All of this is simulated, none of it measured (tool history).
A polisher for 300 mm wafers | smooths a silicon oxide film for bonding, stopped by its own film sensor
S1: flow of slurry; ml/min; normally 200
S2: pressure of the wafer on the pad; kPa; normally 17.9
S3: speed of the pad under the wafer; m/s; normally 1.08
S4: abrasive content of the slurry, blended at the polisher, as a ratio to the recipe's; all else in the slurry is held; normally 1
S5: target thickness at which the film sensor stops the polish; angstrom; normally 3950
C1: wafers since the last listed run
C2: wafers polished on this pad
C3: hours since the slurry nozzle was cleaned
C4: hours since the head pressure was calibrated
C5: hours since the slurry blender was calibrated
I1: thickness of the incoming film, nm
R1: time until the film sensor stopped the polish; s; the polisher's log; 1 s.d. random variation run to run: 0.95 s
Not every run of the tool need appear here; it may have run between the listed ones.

run,hour,S1,S2,S3,S4,S5,C1,C2,C3,C4,C5,I1,R1
1,0,200,17.9,1.18,1,3950,0,1339,165.6,625.5,59.3,478.8,91.5
# hour 6: worn pad replaced by a new one
2,32.4,200,17.9,1.08,1,3950,217,201,198,657.9,91.7,485.8,104.5
3,50.1,200,17.9,1.08,1,3950,135,337,215.7,675.6,109.4,472.2,87.2
4,68.6,200,17.9,1.08,1,3950,141,478,234.2,694.1,127.9,486.8,105.7
5,93.3,200,17.9,1.08,1,4040,188,667,258.9,718.8,152.6,486,93
6,118.5,200,17.9,1.08,1,3950,192,860,284.1,744,177.8,472.6,87.1
7,152.3,200,17.9,1.08,1,3950,258,1118,317.9,777.8,211.6,482.3,96.9
# hour 187.7: worn pad replaced by a new one
8,229.8,200,17.9,1.08,1,3950,562,321,395.4,855.3,289.1,483.4,98.7
9,251.8,200,17.9,1.08,1.05,3950,168,490,417.4,877.3,311.1,478.1,91.1
10,275.9,160,17.9,1.08,1,3950,184,674,441.5,901.4,335.2,471.1,87.9
11,291.3,160,17.9,1.08,1,3950,117,792,456.9,916.8,350.6,474.3,89.7
# hour 294.6: slurry blender recalibrated
12,313.2,200,17.9,1.08,1,3950,152,944,478.8,938.7,18.6,471.1,83.8
13,329.1,200,17.9,1.08,1,3950,121,1066,494.7,954.6,34.5,478.8,92.5
14,344.7,200,17.9,1.08,1,3950,119,1185,510.3,970.2,50.1,475.7,89.8
15,357.6,200,17.9,1.08,1,3950,98,1284,523.2,983.1,63,487.5,102.3
# hour 375: worn pad replaced by a new one, of another model than before
16,388.2,200,15.2,1.08,1,3950,203,101,553.8,1013.7,93.6,481.7,106.9
17,418.2,200,17.9,0.96,1,3950,229,330,583.8,1043.7,123.6,483.3,104.7
# hour 423.2: head pressure recalibrated
18,432,135,12.4,1.08,1,3950,90,421,597.6,8.8,137.4,483.7,133.1
# hour 439.8: slurry nozzle cleaned
19,458.5,245,17.9,1.08,1,3850,195,616,18.7,35.3,163.9,485.3,115.3
20,477.5,200,17.9,0.7,1,3950,145,761,37.7,54.3,182.9,480,120.2
21,528.8,200,17.9,0.9,1,3950,392,1153,89,105.6,234.2,489.2,121.9
# hour 540: worn pad replaced by a new one
22,562.9,140,17.9,0.9,1.2,3950,230,175,123.1,139.7,268.3,479.7,110.6
23,576.9,200,17.9,1.08,1,3950,107,282,137.1,153.7,282.3,483.3,107.3
# hour 594.2: slurry blender recalibrated
24,604.1,200,17.9,1.08,1,3660,192,475,164.3,180.9,9.9,486.9,142.3
25,637.4,200,17.9,1.08,1,4070,254,730,197.6,214.2,43.2,480.9,88.6
26,664,135,17.9,1.26,1.15,3950,203,933,224.2,240.8,69.8,487.2,107.2
27,676,200,17.9,1.08,1,3950,91,1025,236.2,252.8,81.8,481.8,103.6
# hour 695.3: worn pad replaced by a new one
28,708.7,200,17.9,1.08,1,3950,219,102,268.9,285.5,114.5,483.5,106.4
29,720.9,200,17.9,1.08,1,3950,93,195,281.1,297.7,126.7,476.7,97.6
30,786.1,240,23.4,1.08,1.15,4230,498,694,346.3,362.9,191.9,475.6,50.7
31,817.1,230,17.9,1.08,1,3950,237,931,377.3,393.9,222.9,477.3,97.5

How would selected steps in R1 from run to run divide? Give the signed amount a tool lacking its hidden state would still show from settings, what came in and random variation, and the signed amount left for the hidden state, including any gauge scatter that is not in both of the compared results.
What the log doesn't record here: removal rate lost through wear of the pad, %; slurry flow missing at the pad, %; deviation of the head's pressure from its setpoint, %; abrasive missing from the slurry, %.
Run 14 -> 15: no setting touched and nothing written in the log between the runs. R1 +12.5 s: hidden state -1.3, all else +13.8.
Run 15 -> 16: S2 17.9 -> 15.2, worn pad replaced by a new one, of another model than before. R1 +4.6 s: hidden state +4.1, all else +0.5.
Run 17 -> 18: S1 200 -> 135, S2 17.9 -> 12.4, S3 0.96 -> 1.08, head pressure recalibrated. R1 +28.4 s: hidden state +5.3, all else +23.1.
Run 24 -> 25: S5 3660 -> 4070. R1 -53.7 s: hidden state +0.1, all else -53.8.
Run 29 -> 30: S1 200 -> 240, S2 17.9 -> 23.4, S4 1 -> 1.15, S5 3950 -> 4230. R1 -46.9 s: hidden state +0.1, all else -47.
Run 30 -> 31: S1 240 -> 230, S2 23.4 -> 17.9, S4 1.15 -> 1, S5 4230 -> 3950. R1 +46.8 s: hidden state -0.3, all else +47.1.

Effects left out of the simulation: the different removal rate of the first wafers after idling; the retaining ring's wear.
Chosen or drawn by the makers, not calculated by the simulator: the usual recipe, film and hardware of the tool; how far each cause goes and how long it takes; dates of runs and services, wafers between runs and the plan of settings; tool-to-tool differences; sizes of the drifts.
